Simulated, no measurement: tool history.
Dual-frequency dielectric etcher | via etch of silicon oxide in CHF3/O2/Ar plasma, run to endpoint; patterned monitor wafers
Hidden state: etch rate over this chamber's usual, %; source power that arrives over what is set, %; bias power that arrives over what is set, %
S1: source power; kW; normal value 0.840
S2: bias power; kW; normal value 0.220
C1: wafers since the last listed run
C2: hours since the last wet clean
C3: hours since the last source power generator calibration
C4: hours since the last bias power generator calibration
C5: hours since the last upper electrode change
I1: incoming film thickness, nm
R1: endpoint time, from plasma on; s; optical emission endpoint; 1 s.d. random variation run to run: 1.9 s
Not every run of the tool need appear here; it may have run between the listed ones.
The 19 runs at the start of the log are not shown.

run 20 hour=539.1 | S1=0.720 S2=0.202 | C1=175 C2=241.3 C3=252.1 C4=1407.4 C5=221.1 | I1=753.1 | R1=348.4
run 21 hour=554.2 | S1=0.640 S2=0.184 | C1=72 C2=256.4 C3=267.2 C4=1422.5 C5=236.2 | I1=757.6 | R1=375.7
run 22 hour=581.5 | S1=0.840 S2=0.220 | C1=131 C2=283.7 C3=294.5 C4=1449.8 C5=263.5 | I1=761.5 | R1=323.9
run 23 hour=611.6 | S1=0.840 S2=0.220 | C1=144 C2=313.8 C3=324.6 C4=1479.9 C5=293.6 | I1=748.8 | R1=320.1
run 24 hour=636.1 | S1=0.840 S2=0.220 | C1=117 C2=338.3 C3=349.1 C4=1504.4 C5=318.1 | I1=754.4 | R1=324.6
run 25 hour=657.8 | S1=0.840 S2=0.220 | C1=104 C2=360.0 C3=370.8 C4=1526.1 C5=339.8 | I1=751.4 | R1=326.6
-- hour=689.2 wet clean of the chamber
-- hour=692.8 bias power generator calibrated
run 26 hour=693.3 | S1=0.650 S2=0.198 | C1=38 C2=4.1 C3=406.3 C4=0.5 C5=375.3 | I1=754.7 | R1=359.0
run 27 hour=696.6 | S1=0.840 S2=0.181 | C1=15 C2=7.4 C3=409.6 C4=3.8 C5=378.6 | I1=753.9 | R1=332.3
run 28 hour=730.4 | S1=0.710 S2=0.237 | C1=162 C2=41.2 C3=443.4 C4=37.6 C5=412.4 | I1=746.0 | R1=326.4
run 29 hour=761.6 | S1=0.660 S2=0.201 | C1=150 C2=72.4 C3=474.6 C4=68.8 C5=443.6 | I1=760.2 | R1=362.0
run 30 hour=781.2 | S1=0.690 S2=0.272 | C1=94 C2=92.0 C3=494.2 C4=88.4 C5=463.2 | I1=758.9 | R1=323.5
run 31 hour=812.8 | S1=0.640 S2=0.245 | C1=152 C2=123.6 C3=525.8 C4=120.0 C5=494.8 | I1=757.3 | R1=343.1
run 32 hour=846.5 | S1=1.010 S2=0.192 | C1=162 C2=157.3 C3=559.5 C4=153.7 C5=528.5 | I1=756.7 | R1=311.0
run 33 hour=867.3 | S1=0.700 S2=0.169 | C1=100 C2=178.1 C3=580.3 C4=174.5 C5=549.3 | I1=755.3 | R1=368.6
run 34 hour=923.3 | S1=0.660 S2=0.220 | C1=269 C2=234.1 C3=636.3 C4=230.5 C5=605.3 | I1=755.7 | R1=354.1
run 35 hour=944.1 | S1=0.840 S2=0.220 | C1=100 C2=254.9 C3=657.1 C4=251.3 C5=626.1 | I1=749.7 | R1=321.7

Forecast each of these 4 alternatives for the next run:
run A hour=944.6 | S1=0.840 S2=0.198 | C1=2 C2=255.4 C3=657.6 C4=251.8 C5=626.6 | I1=753.1 | R1=?
run B hour=944.6 | S1=0.840 S2=0.192 | C1=2 C2=255.4 C3=657.6 C4=251.8 C5=626.6 | I1=753.1 | R1=?
run C hour=944.6 | S1=0.640 S2=0.220 | C1=2 C2=255.4 C3=657.6 C4=251.8 C5=626.6 | I1=753.1 | R1=?
run D hour=944.6 | S1=1.030 S2=0.202 | C1=2 C2=255.4 C3=657.6 C4=251.8 C5=626.6 | I1=753.1 | R1=?

run=A R1=332.2
run=B R1=335.1
run=C R1=353.6
run=D R1=307.7
Had the tool no hidden state, the same runs would have come out as:
run=A R1=325.8
run=B R1=328.6
run=C R1=346.8
run=D R1=301.8
